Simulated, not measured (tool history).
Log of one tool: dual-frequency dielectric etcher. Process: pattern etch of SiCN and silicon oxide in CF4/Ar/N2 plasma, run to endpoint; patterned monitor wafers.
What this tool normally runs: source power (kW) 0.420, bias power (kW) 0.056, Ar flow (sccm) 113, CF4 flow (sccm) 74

run,hour,source power (kW),bias power (kW),Ar flow (sccm),CF4 flow (sccm),wafers since the last listed run,hours since the last wet clean,hours since the last source power generator calibration,hours since the last bias power generator calibration,hours since the last Ar flow controller change,hours since the last CF4 flow controller change,hours since the last upper electrode change,"incoming incoming film thickness, nm",endpoint time (s)
1,0.0,0.420,0.056,113,74,0,196.5,2.3,3.1,1822.5,5312.4,3595.8,10.18,14.1
2,17.7,0.420,0.056,113,74,376,214.2,20.0,20.8,1840.2,5330.1,3613.5,10.20,14.0
# hour 45.7: CF4 flow controller replaced
3,53.1,0.420,0.056,113,74,625,249.6,55.4,56.2,1875.6,7.4,3648.9,10.15,14.0
4,80.1,0.370,0.056,113,64,574,276.6,82.4,83.2,1902.6,34.4,3675.9,10.07,16.3
5,113.1,0.420,0.056,113,74,702,309.6,115.4,116.2,1935.6,67.4,3708.9,10.17,13.8
6,131.9,0.420,0.056,113,74,400,328.4,134.2,135.0,1954.4,86.2,3727.7,10.15,13.9
7,166.0,0.370,0.060,113,64,725,362.5,168.3,169.1,1988.5,120.3,3761.8,10.20,16.1
# hour 214.5: wet clean of the chamber
8,215.0,0.420,0.056,113,74,532,0.5,217.3,218.1,2037.5,169.3,3810.8,10.22,14.2
9,215.7,0.420,0.066,113,74,14,1.2,218.0,218.8,2038.2,170.0,3811.5,10.15,13.3
10,227.9,0.330,0.066,91,84,259,13.4,230.2,231.0,2050.4,182.2,3823.7,10.20,16.9
11,256.6,0.420,0.056,113,56,610,42.1,258.9,259.7,2079.1,210.9,3852.4,10.22,14.8
12,287.8,0.420,0.056,113,90,664,73.3,290.1,290.9,2110.3,242.1,3883.6,10.30,13.9
# hour 298.9: Ar flow controller replaced
13,300.6,0.420,0.056,113,74,144,86.1,302.9,303.7,1.7,254.9,3896.4,10.20,14.1
14,321.2,0.420,0.056,113,74,438,106.7,323.5,324.3,22.3,275.5,3917.0,10.14,14.1
15,343.9,0.340,0.056,96,74,483,129.4,346.2,347.0,45.0,298.2,3939.7,10.34,18.0
16,368.0,0.420,0.056,113,74,513,153.5,370.3,371.1,69.1,322.3,3963.8,10.20,14.1
17,400.5,0.420,0.056,97,74,691,186.0,402.8,403.6,101.6,354.8,3996.3,10.15,13.7
# hour 451.8: upper electrode replaced
18,485.8,0.340,0.043,125,80,1304,271.3,488.1,488.9,186.9,440.1,34.0,10.09,19.8
19,521.3,0.360,0.068,139,68,755,306.8,523.6,524.4,222.4,475.6,69.5,10.20,16.2
20,578.2,0.460,0.067,113,74,1211,363.7,580.5,581.3,279.3,532.5,126.4,10.21,11.8
# hour 610.1: wet clean of the chamber
21,610.6,0.390,0.048,113,74,178,0.5,612.9,613.7,311.7,564.9,158.8,10.16,16.4
22,636.5,0.420,0.056,113,74,551,26.4,638.8,639.6,337.6,590.8,184.7,10.15,14.1
23,656.9,0.460,0.056,86,74,434,46.8,659.2,660.0,358.0,611.2,205.1,10.30,12.4

Hidden condition of the tool, last listed run before each entry between runs versus first listed run after:
Run 2 -> run 3: CF4 flow controller replaced (hour 45.7)
  etch rate over this chamber's usual, %: 1.08 -> 1.26
  what was measured, less what the result would be without the hidden state, endpoint time (s): -0.3 -> -0.3
Run 7 -> run 8: wet clean of the chamber (hour 214.5)
  etch rate over this chamber's usual, %: 1.81 -> 0.0104
  what was measured, less what the result would be without the hidden state, endpoint time (s): -0.5 -> -0.2
Run 12 -> run 13: Ar flow controller replaced (hour 298.9)
  etch rate over this chamber's usual, %: 0.367 -> 0.43; source power that arrives over what is set, %: 0.991 -> 0.988
  what was measured, less what the result would be without the hidden state, endpoint time (s): -0.2 -> -0.2
Run 17 -> run 18: upper electrode replaced (hour 451.8)
  etch rate over this chamber's usual, %: 0.919 -> 1.34; source power that arrives over what is set, %: 0.96 -> 0.93
  what was measured, less what the result would be without the hidden state, endpoint time (s): -0.3 -> -0.5
Run 20 -> run 21: wet clean of the chamber (hour 610.1)
  etch rate over this chamber's usual, %: 1.79 -> 0.124; source power that arrives over what is set, %: 0.891 -> 0.876
  what was measured, less what the result would be without the hidden state, endpoint time (s): -0.4 -> -0.2
